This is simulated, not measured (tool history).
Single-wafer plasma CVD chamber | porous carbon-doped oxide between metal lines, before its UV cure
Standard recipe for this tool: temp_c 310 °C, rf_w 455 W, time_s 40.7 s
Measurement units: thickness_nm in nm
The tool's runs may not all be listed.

run,hour,temp_c,rf_w,time_s,"read-back reference wafer on the same gauge, thickness_nm",thickness_nm
1,0.0,310,455,40.7,181.025,200.559
2,96.2,310,455,40.7,181.046,201.233
3,139.0,310,455,40.7,181.039,200.519
4,168.7,317,455,40.7,180.943,193.127
5,236.5,317,455,40.7,180.962,193.918
# hour 302.3: thermocouple changed; heater temperature recalibrated
6,302.8,310,480,36.6,180.927,190.432
7,343.1,310,480,36.6,181.225,190.037
8,400.6,310,480,36.6,180.985,189.502
9,476.0,320,455,40.7,181.140,188.863
10,510.0,320,455,40.7,181.051,191.069
11,543.4,296,420,40.7,180.896,203.475
# hour 566.7: gauge calibrated
# hour 587.0: showerhead replaced
12,615.3,314,545,32.9,181.118,186.069
13,643.5,298,420,37.3,181.107,183.416
# hour 663.8: RF generator calibrated
14,679.3,306,455,40.7,180.925,206.152
15,724.8,310,455,43.0,180.858,212.540
16,770.7,321,540,32.8,180.915,177.405
17,824.0,315,415,40.7,180.914,178.050
18,854.5,310,455,44.9,180.979,219.511
19,883.4,310,455,40.7,180.934,203.105
20,949.9,310,455,40.7,181.034,201.632

Predict each of these 3 candidate next runs independently; none follows another, all start after run 20:
A,950.3,310,455,40.7,?,?
B,950.3,299,420,34.6,?,?
C,950.3,296,455,40.7,?,?

run,"read-back reference wafer on the same gauge, thickness_nm",thickness_nm
A,181.039,200.451
B,181.039,168.707
C,181.039,219.320
With the hidden condition removed and each run's random variation left untouched, the same runs would have given:
run,thickness_nm
A,200.451
B,168.707
C,219.320
